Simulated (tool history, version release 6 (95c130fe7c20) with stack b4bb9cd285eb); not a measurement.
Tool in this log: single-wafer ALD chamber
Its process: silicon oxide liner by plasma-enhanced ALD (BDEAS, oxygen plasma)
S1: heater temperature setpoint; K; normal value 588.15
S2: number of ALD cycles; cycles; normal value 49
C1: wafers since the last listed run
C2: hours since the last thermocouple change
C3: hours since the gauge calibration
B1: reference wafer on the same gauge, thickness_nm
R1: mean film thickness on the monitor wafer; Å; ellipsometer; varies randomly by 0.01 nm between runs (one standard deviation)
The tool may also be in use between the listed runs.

Run 1, hour 0.0: usual settings; C1 0; C2 455.5; C3 599.1; B1 3.720. Result: R1 40.62 Å.
Run 2, hour 22.2: usual settings but S1 595.15 K; C1 182; C2 477.7; C3 621.3; B1 3.722. Result: R1 40.37 Å.
Run 3, hour 48.6: usual settings but S1 595.15 K; C1 217; C2 504.1; C3 647.7; B1 3.722. Result: R1 40.39 Å.
Run 4, hour 134.1: usual settings but S2 55 cycles; C1 703; C2 589.6; C3 733.2; B1 3.723. Result: R1 45.58 Å.
Run 5, hour 151.1: usual settings but S2 55 cycles; C1 139; C2 606.6; C3 750.2; B1 3.721. Result: R1 45.73 Å.
Run 6, hour 167.2: usual settings but S2 55 cycles; C1 132; C2 622.7; C3 766.3; B1 3.720. Result: R1 45.73 Å.
Run 7, hour 189.1: usual settings but S2 54 cycles; C1 180; C2 644.6; C3 788.2; B1 3.719. Result: R1 44.95 Å.
Run 8, hour 209.8: usual settings but S1 578.15 K, S2 51 cycles; C1 170; C2 665.3; C3 808.9; B1 3.721. Result: R1 43.17 Å.
Run 9, hour 236.7: usual settings but S1 578.15 K, S2 51 cycles; C1 221; C2 692.2; C3 835.8; B1 3.722. Result: R1 42.92 Å.
Run 10, hour 270.1: usual settings but S2 51 cycles; C1 274; C2 725.6; C3 869.2; B1 3.724. Result: R1 42.30 Å.
Run 11, hour 301.9: usual settings but S2 51 cycles; C1 261; C2 757.4; C3 901.0; B1 3.718. Result: R1 42.39 Å.
Run 12, hour 326.7: usual settings but S2 51 cycles; C1 203; C2 782.2; C3 925.8; B1 3.719. Result: R1 42.30 Å.
Run 13, hour 361.2: usual settings; C1 283; C2 816.7; C3 960.3; B1 3.719. Result: R1 40.69 Å.
Run 14, hour 395.5: usual settings; C1 282; C2 851.0; C3 994.6; B1 3.722. Result: R1 40.64 Å.
Run 15, hour 418.4: usual settings; C1 188; C2 873.9; C3 1017.5; B1 3.717. Result: R1 40.73 Å.
Run 16, hour 443.4: usual settings; C1 205; C2 898.9; C3 1042.5; B1 3.717. Result: R1 40.60 Å.
Run 17, hour 477.8: usual settings but S1 584.15 K, S2 45 cycles; C1 282; C2 933.3; C3 1076.9; B1 3.722. Result: R1 37.65 Å.
At hour 487.0: gauge calibrated.
Run 18, hour 507.5: usual settings; C1 244; C2 963.0; C3 20.5; B1 3.718. Result: R1 40.52 Å.
Run 19, hour 538.9: usual settings; C1 258; C2 994.4; C3 51.9; B1 3.722. Result: R1 40.53 Å.
At hour 568.3: thermocouple changed; heater temperature recalibrated.
Run 20, hour 568.8: usual settings; C1 180; C2 0.5; C3 81.8; B1 3.721. Result: R1 41.06 Å.
Run 21, hour 594.4: usual settings but S1 594.15 K, S2 43 cycles; C1 210; C2 26.1; C3 107.4; B1 3.723. Result: R1 35.69 Å.
Run 22, hour 626.3: usual settings but S1 592.15 K, S2 54 cycles; C1 262; C2 58.0; C3 139.3; B1 3.719. Result: R1 44.82 Å.
Run 23, hour 658.9: usual settings but S1 603.15 K, S2 54 cycles; C1 268; C2 90.6; C3 171.9; B1 3.719. Result: R1 44.08 Å.
Run 24, hour 686.9: usual settings; C1 230; C2 118.6; C3 199.9; B1 3.724. Result: R1 40.78 Å.
Run 25, hour 721.6: usual settings but S1 581.15 K, S2 57 cycles; C1 285; C2 153.3; C3 234.6; B1 3.721. Result: R1 48.09 Å.
Run 26, hour 754.1: usual settings but S1 598.15 K; C1 267; C2 185.8; C3 267.1; B1 3.722. Result: R1 40.00 Å.
Run 27, hour 788.5: usual settings but S1 584.15 K, S2 45 cycles; C1 282; C2 220.2; C3 301.5; B1 3.718. Result: R1 37.68 Å.
Run 28, hour 803.7: usual settings; C1 124; C2 235.4; C3 316.7; B1 3.720. Result: R1 40.98 Å.
Run 29, hour 834.8: usual settings but S1 577.15 K; C1 255; C2 266.5; C3 347.8; B1 3.721. Result: R1 41.76 Å.
Run 30, hour 878.4: usual settings but S1 577.15 K, S2 40 cycles; C1 358; C2 310.1; C3 391.4; B1 3.721. Result: R1 33.95 Å.
Run 31, hour 901.1: usual settings; C1 186; C2 332.8; C3 414.1; B1 3.719. Result: R1 40.80 Å.
Run 32, hour 926.2: usual settings but S1 582.15 K, S2 40 cycles; C1 206; C2 357.9; C3 439.2; B1 3.721. Result: R1 33.58 Å.

Subtracting, for every run, the result it would have given without the tool's unlogged condition from the measured result gives the following. The same run-to-run variation enters both numbers; the gauge's scatter may not:
The tool's hidden condition here consists of: wafer temperature above the value expected at the setpoint (K); gauge reads high (%).
run     R1
  1  -0.14
  2  -0.16
  3  -0.16
  4  -0.21
  5  -0.22
  6  -0.23
  7  -0.23
  8  -0.23
  9  -0.24
 10  -0.25
 11  -0.26
 12  -0.28
 13  -0.27
 14  -0.28
 15  -0.29
 16  -0.30
 17  -0.29
 18  -0.33
 19  -0.33
 20  +0.00
 21  -0.01
 22  -0.03
 23  -0.04
 24  -0.04
 25  -0.06
 26  -0.06
 27  -0.07
 28  -0.08
 29  -0.10
 30  -0.09
 31  -0.11
 32  -0.10
